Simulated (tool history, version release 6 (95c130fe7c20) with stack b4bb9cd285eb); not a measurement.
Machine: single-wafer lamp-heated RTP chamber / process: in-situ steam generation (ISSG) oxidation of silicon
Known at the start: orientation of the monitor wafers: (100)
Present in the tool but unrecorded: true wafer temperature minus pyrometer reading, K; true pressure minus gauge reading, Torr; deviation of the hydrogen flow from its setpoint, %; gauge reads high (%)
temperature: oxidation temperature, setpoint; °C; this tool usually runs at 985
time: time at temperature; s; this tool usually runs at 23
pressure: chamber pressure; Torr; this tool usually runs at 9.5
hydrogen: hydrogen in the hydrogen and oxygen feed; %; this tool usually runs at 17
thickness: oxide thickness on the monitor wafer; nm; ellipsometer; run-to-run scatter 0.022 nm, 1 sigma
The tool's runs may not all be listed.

run   hour  temperature  time  pressure  hydrogen  wafers since the last listed run  wafers since the last pyrometer calibration  hours since the pressure gauge was zeroed  hours since the hydrogen flow controller was replaced  hours since the gauge calibration  read-back reference wafer on the same gauge, thickness  thickness
  1      0          985    23       9.5        17                                 0                                         6811                                       4741                                                 2262.8                               60.4                                                   4.608      4.809
  2   10.4          985    23       9.5        17                                78                                         6889                                     4751.4                                                 2273.2                               70.8                                                   4.608      4.777
  3   26.1          985    23       9.5        17                               117                                         7007                                     4767.1                                                 2288.9                               86.5                                                   4.608      4.754
  4   33.8          985    23       9.5        17                                57                                         7065                                     4774.8                                                 2296.6                               94.2                                                   4.608       4.78
  5   49.8          985    23       9.5        17                               120                                         7185                                     4790.8                                                 2312.6                              110.2                                                   4.609      4.797
  6   64.3          985    23       9.5        17                               108                                         7294                                     4805.3                                                 2327.1                              124.7                                                   4.615       4.78
  7   77.6          985    23       9.5        17                                99                                         7394                                     4818.6                                                 2340.4                                138                                                   4.609      4.824
  8   91.3          985    23       9.5        17                               102                                         7497                                     4832.3                                                 2354.1                              151.7                                                   4.605      4.824
     112.7  -- pressure gauge zeroed
  9  113.2          985    23       9.5        17                               104                                         7601                                        0.5                                                   2376                              173.6                                                   4.614       4.82
 10  119.8          994    18      10.2        17                                49                                         7651                                        7.1                                                 2382.6                              180.2                                                   4.611      4.362
     128.7  -- pyrometer window cleaned and pyrometer calibrated
     131.8  -- gauge calibrated
 11  132.4          985    23       8.5        12                                34                                           27                                       19.7                                                 2395.2                                0.6                                                   4.611      4.505
     142.7  -- hydrogen flow controller replaced
 12  147.5          992    23       9.5        17                                53                                           80                                       34.8                                                    4.8                               15.7                                                   4.614      4.935
 13  159.6          992    31      10.2        17                                90                                          171                                       46.9                                                   16.9                               27.8                                                   4.614      5.653
 14    167          991    32       9.5        17                                55                                          227                                       54.3                                                   24.3                               35.2                                                   4.612      5.759
 15    181         1000    23      10.2        12                               105                                          332                                       68.3                                                   38.3                               49.2                                                   4.607      4.721
 16  195.1          985    23       9.5        17                               105                                          438                                       82.4                                                   52.4                               63.3                                                   4.607      4.798
 17  204.2          999    16      10.2        17                                68                                          506                                       91.5                                                   61.5                               72.4                                                   4.613      4.251

Predict each of these 3 candidate next runs independently; none follows another, all start after run 17:
  A  204.6          985    23       8.1        17                                 3                                          509                                       91.9                                                   61.9                               72.8                                                       ?          ?
  B  204.6          985    15       9.5        12                                 3                                          509                                       91.9                                                   61.9                               72.8                                                       ?          ?
  C  204.6          985    18      10.2        17                                 3                                          509                                       91.9                                                   61.9                               72.8                                                       ?          ?

run  read-back reference wafer on the same gauge, thickness  thickness
  A                                                   4.613      4.834
  B                                                   4.613      3.661
  C                                                   4.613      4.227
What these runs would have given with no unlogged condition in the tool:
run  thickness
  A      4.834
  B      3.661
  C      4.227
